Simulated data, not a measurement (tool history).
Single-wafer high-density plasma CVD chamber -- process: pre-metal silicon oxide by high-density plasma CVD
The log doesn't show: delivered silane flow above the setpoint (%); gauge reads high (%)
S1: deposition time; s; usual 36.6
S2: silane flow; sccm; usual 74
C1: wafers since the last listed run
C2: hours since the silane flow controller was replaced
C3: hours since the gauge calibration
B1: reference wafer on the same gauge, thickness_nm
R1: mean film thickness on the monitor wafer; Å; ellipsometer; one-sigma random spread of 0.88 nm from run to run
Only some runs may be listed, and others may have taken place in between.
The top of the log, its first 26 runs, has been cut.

run     day    S1  S2    C1      C2      C3       B1       R1
 27  63.083  36.6  74  1653   526.5   545.4  271.205  2574.15
 28  65.975  36.6  74  2228   595.9   614.8  270.947  2577.09
 29  68.512  33.1  70  1955   656.8   675.7  270.973  2240.95
 30    69.9    43  74  1069   690.1     709   271.01   3024.2
 31  71.017  36.6  74   860   716.9   735.8  271.236  2576.65
 32  73.888  41.2  63  2212   785.8   804.7  271.351  2570.56
 33  74.921  36.6  74   796   810.6   829.5  271.278  2595.26
 34    76.5  36.6  74  1217   848.5   867.4   271.22  2609.14
 35  79.267  31.1  86  2132   914.9   933.8  271.371  2475.34
 36  80.412  39.7  85   883   942.4   961.3  270.985  3148.83
 37    81.6  30.1  86   915   970.9   989.8  270.997  2401.51
 38  83.458  29.6  78  1432  1015.5  1034.4  271.116  2184.78
 39  85.267  41.5  64  1393  1058.9  1077.8  270.744   2642.2
 40  86.767  43.7  74  1156  1094.9  1113.8  270.899  3100.58
 41  88.438  36.6  74  1287    1135  1153.9  270.987  2609.81
 42  90.904  42.6  59  1901  1194.2  1213.1  270.778  2554.42
 43  93.158  36.6  74  1737  1248.3  1267.2  270.868  2598.29
 44  94.629  30.4  81  1133  1283.6  1302.5  271.048  2316.58
 45  96.571  29.7  82  1496  1330.2  1349.1  270.929  2292.24

Alternative continuations, all from the tool just after run 45; predict every row:
  A  96.588  36.6  74  12  1330.6  1349.5   ?   ?
  B  96.588  40.9  83  12  1330.6  1349.5   ?   ?
  C  96.588  30.3  84  12  1330.6  1349.5   ?   ?
  D  96.588  43.9  74  12  1330.6  1349.5   ?   ?
  E  96.588  31.4  61  12  1330.6  1349.5   ?   ?

run       B1       R1
  A  271.032  2612.67
  B  271.032  3195.34
  C  271.032  2389.91
  D  271.032  3133.77
  E  271.032  1935.71
The same runs, with their run-to-run variation unchanged, on a tool lacking any hidden condition would have given:
run       R1
  A  2538.09
  B  3104.13
  C  2321.68
  D  3044.32
  E  1880.45
